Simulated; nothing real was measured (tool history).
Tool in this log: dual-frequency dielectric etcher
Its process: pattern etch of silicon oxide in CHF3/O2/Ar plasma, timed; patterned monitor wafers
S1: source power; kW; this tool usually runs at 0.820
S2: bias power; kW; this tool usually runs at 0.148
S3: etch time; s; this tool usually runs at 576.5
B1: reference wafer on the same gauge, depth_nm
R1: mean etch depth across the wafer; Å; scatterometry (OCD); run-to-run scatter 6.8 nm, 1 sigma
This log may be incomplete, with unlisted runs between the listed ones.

Run 1, day 0.000: usual settings; B1 1070.7. Result: R1 13121 Å.
Run 2, day 1.183: usual settings but S2 0.120 kW; B1 1069.8. Result: R1 12267 Å.
Run 3, day 2.350: usual settings but S2 0.120 kW; B1 1069.8. Result: R1 12392 Å.
Run 4, day 2.979: usual settings but S1 0.920 kW, S3 464.5 s; B1 1069.9. Result: R1 10901 Å.
At day 4.488: upper electrode replaced.
Run 5, day 4.508: usual settings but S1 0.920 kW, S3 464.5 s; B1 1070.7. Result: R1 10967 Å.
Run 6, day 5.083: usual settings; B1 1069.7. Result: R1 12758 Å.
Run 7, day 6.188: usual settings; B1 1070.7. Result: R1 12722 Å.
Run 8, day 7.538: usual settings but S1 0.730 kW, S2 0.180 kW; B1 1069.8. Result: R1 12738 Å.
Run 9, day 8.546: usual settings; B1 1070.1. Result: R1 12758 Å.
Run 10, day 9.992: usual settings; B1 1070.5. Result: R1 12609 Å.
Run 11, day 11.096: usual settings but S1 0.910 kW, S2 0.169 kW; B1 1070.0. Result: R1 13698 Å.
At day 12.908: wet clean of the chamber.
Run 12, day 12.929: usual settings but S2 0.176 kW, S3 729.5 s; B1 1070.5. Result: R1 17597 Å.
At day 12.992: gauge calibrated.
Run 13, day 13.608: usual settings; B1 1069.2. Result: R1 13363 Å.
Run 14, day 14.712: usual settings but S2 0.112 kW; B1 1069.2. Result: R1 12507 Å.
Run 15, day 15.858: usual settings; B1 1069.7. Result: R1 13140 Å.
Run 16, day 16.925: usual settings; B1 1069.2. Result: R1 13124 Å.
At day 17.125: source power generator calibrated.
Run 17, day 17.875: usual settings but S1 0.960 kW, S2 0.116 kW, S3 656.0 s; B1 1068.9. Result: R1 15232 Å.
Run 18, day 18.375: usual settings; B1 1069.0. Result: R1 13067 Å.
Run 19, day 19.821: usual settings but S2 0.161 kW, S3 499.0 s; B1 1070.4. Result: R1 11522 Å.
At day 20.517: bias power generator calibrated.
Run 20, day 20.975: usual settings but S3 668.5 s; B1 1070.2. Result: R1 15038 Å.
Run 21, day 22.275: usual settings but S2 0.124 kW, S3 703.0 s; B1 1070.4. Result: R1 15053 Å.
Run 22, day 23.000: usual settings but S1 0.970 kW, S3 430.0 s; B1 1069.6. Result: R1 10372 Å.
Run 23, day 24.221: usual settings but S1 0.770 kW, S3 736.5 s; B1 1069.9. Result: R1 16099 Å.
Run 24, day 25.346: usual settings; B1 1069.9. Result: R1 12803 Å.
Run 25, day 26.521: usual settings; B1 1069.0. Result: R1 12782 Å.
Run 26, day 27.271: usual settings but S1 0.980 kW, S2 0.115 kW, S3 691.5 s; B1 1070.1. Result: R1 15614 Å.
Run 27, day 28.688: usual settings; B1 1071.1. Result: R1 12653 Å.
Run 28, day 29.238: usual settings but S1 1.010 kW, S3 445.5 s; B1 1070.9. Result: R1 10672 Å.
Run 29, day 30.250: usual settings but S3 423.5 s; B1 1070.8. Result: R1 9305 Å.
At day 31.271: wet clean of the chamber.
Run 30, day 31.312: usual settings but S2 0.137 kW, S3 666.5 s; B1 1068.8. Result: R1 14928 Å.

Selected run-to-run steps in R1, each split into two signed amounts: the part the tool would show with no hidden state at all (from settings, incoming material and random variation), and the remainder, which goes to the hidden state together with any gauge scatter not common to the measured and the hidden-state-free results:
The hidden state here: etch rate over this chamber's usual, %; source power that arrives over what is set, %; bias power that arrives over what is set, %; gauge reads high (%).
Run 11 -> 12: S1 0.910 -> 0.820, S2 0.169 -> 0.176, S3 576.5 -> 729.5, wet clean of the chamber. R1 +3899 Å: hidden state +814, all else +3085.
Run 21 -> 22: S1 0.820 -> 0.970, S2 0.124 -> 0.148, S3 703.0 -> 430.0. R1 -4681 Å: hidden state +63, all else -4744.
Run 22 -> 23: S1 0.970 -> 0.770, S3 430.0 -> 736.5. R1 +5727 Å: hidden state -179, all else +5906.
Run 29 -> 30: S2 0.148 -> 0.137, S3 423.5 -> 666.5, wet clean of the chamber. R1 +5623 Å: hidden state +361, all else +5262.
